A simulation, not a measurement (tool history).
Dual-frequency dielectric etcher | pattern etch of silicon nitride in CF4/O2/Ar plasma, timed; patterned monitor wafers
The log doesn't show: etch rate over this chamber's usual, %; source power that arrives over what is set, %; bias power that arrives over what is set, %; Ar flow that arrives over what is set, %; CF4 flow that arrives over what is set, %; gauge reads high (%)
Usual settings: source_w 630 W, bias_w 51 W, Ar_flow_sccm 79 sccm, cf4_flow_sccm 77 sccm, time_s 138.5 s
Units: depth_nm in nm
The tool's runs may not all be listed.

run    hour  source_w  bias_w  Ar_flow_sccm  cf4_flow_sccm  time_s  wafers since the last listed run  hours since the last wet clean  hours since the last source power generator calibration  hours since the last bias power generator calibration  hours since the last Ar flow controller change  hours since the last CF4 flow controller change  hours since the last upper electrode change  hours since the gauge calibration  read-back reference wafer on the same gauge, depth_nm  depth_nm
  1       0       630      51            79             77   138.5                                 0                            40.7                                                   2468.1                                                 3616.9                                          2266.5                                           1506.6                                       2200.9                              216.8                                                  254.5       294
  2    62.2       630      51            79             77   138.5                               583                           102.9                                                   2530.3                                                 3679.1                                          2328.7                                           1568.8                                       2263.1                                279                                                  255.3     299.3
  3   158.1       630      51            79             77   138.5                               899                           198.8                                                   2626.2                                                   3775                                          2424.6                                           1664.7                                         2359                              374.9                                                  255.1     297.2
  4   195.5       630      41            79             77   138.5                               350                           236.2                                                   2663.6                                                 3812.4                                            2462                                           1702.1                                       2396.4                              412.3                                                  255.5     278.8
  5   244.9       630      41            79             77   138.5                               463                           285.6                                                     2713                                                 3861.8                                          2511.4                                           1751.5                                       2445.8                              461.7                                                  255.1     279.6
  6   336.6       630      51            63             77   138.5                               859                           377.3                                                   2804.7                                                 3953.5                                          2603.1                                           1843.2                                       2537.5                              553.4                                                  254.8     312.6
  7     430       630      51            79             77   138.5                               875                           470.7                                                   2898.1                                                 4046.9                                          2696.5                                           1936.6                                       2630.9                              646.8                                                  255.1     301.9
  8   527.3       630      51            79             77   138.5                               912                             568                                                   2995.4                                                 4144.2                                          2793.8                                           2033.9                                       2728.2                              744.1                                                  255.2     308.4
      555.9  -- source power generator calibrated
  9     576       630      51            79             89   138.5                               419                           616.7                                                     20.1                                                 4192.9                                          2842.5                                           2082.6                                       2776.9                              792.8                                                  254.9       325
      618.7  -- Ar flow controller replaced
      649.1  -- wet clean of the chamber
 10   649.6       630      51            79             89   138.5                               408                             0.5                                                     93.7                                                 4266.5                                            30.9                                           2156.2                                       2850.5                              866.4                                                    255     307.3
      704.7  -- upper electrode replaced
 11   711.4       630      51            79             58   138.5                               354                            62.3                                                    155.5                                                 4328.3                                            92.7                                             2218                                          6.7                              928.2                                                  254.5     294.3
 12   755.1       630      55            79             87   138.5                               409                             106                                                    199.2                                                   4372                                           136.4                                           2261.7                                         50.4                              971.9                                                  255.5     317.7
      943.1  -- gauge calibrated
 13  1045.9       630      51            79             77   138.5                              2726                           396.8                                                      490                                                 4662.8                                           427.2                                           2552.5                                        341.2                              102.8                                                  254.7     311.4
 14  1124.1       530      51            79             77   138.5                               733                             475                                                    568.2                                                   4741                                           505.4                                           2630.7                                        419.4                                181                                                  254.8     275.8
     1166.2  -- CF4 flow controller replaced
 15  1237.2       750      60            79             71   138.5                              1004                           588.1                                                    681.3                                                 4854.1                                           618.5                                               71                                        532.5                              294.1                                                  255.1     376.4
     1256.7  -- bias power generator calibrated
     1262.2  -- wet clean of the chamber
 16  1324.1       670      51            99             77   138.5                               725                            61.9                                                    768.2                                                   67.4                                           705.4                                            157.9                                        619.4                                381                                                  254.5     307.1
 17  1361.3       630      51            79             93     127                               348                            99.1                                                    805.4                                                  104.6                                           742.6                                            195.1                                        656.6                              418.2                                                  254.7       286
 18  1445.8       630      51            79             77   138.5                               792                           183.6                                                    889.9                                                  189.1                                           827.1                                            279.6                                        741.1                              502.7                                                  254.4     305.3
 19  1496.7       630      43            79             77   138.5                               477                           234.5                                                    940.8                                                    240                                             878                                            330.5                                          792                              553.6                                                  254.7     289.8
 20  1600.9       760      51            93             65   152.5                               977                           338.7                                                     1045                                                  344.2                                           982.2                                            434.7                                        896.2                              657.8                                                  255.7     372.6

Some steps in depth_nm between neighbouring runs. How much of each would the tool show without its hidden state too (settings, what came in, random variation), and how much is left for the hidden state, with any gauge scatter that isn't in both results?
Run 9 -> 10: Ar flow controller replaced, wet clean of the chamber. depth_nm -17.7 nm: hidden state -16.5, all else -1.2.
Run 14 -> 15: source_w 530 -> 750, bias_w 51 -> 60, cf4_flow_sccm 77 -> 71, CF4 flow controller replaced. depth_nm +100.6 nm: hidden state +5.5, all else +95.1.
Run 15 -> 16: source_w 750 -> 670, bias_w 60 -> 51, Ar_flow_sccm 79 -> 99, cf4_flow_sccm 71 -> 77, bias power generator calibrated, wet clean of the chamber. depth_nm -69.3 nm: hidden state -13.5, all else -55.8.
Run 19 -> 20: source_w 630 -> 760, bias_w 43 -> 51, Ar_flow_sccm 79 -> 93, cf4_flow_sccm 77 -> 65, time_s 138.5 -> 152.5. depth_nm +82.8 nm: hidden state +3.4, all else +79.4.

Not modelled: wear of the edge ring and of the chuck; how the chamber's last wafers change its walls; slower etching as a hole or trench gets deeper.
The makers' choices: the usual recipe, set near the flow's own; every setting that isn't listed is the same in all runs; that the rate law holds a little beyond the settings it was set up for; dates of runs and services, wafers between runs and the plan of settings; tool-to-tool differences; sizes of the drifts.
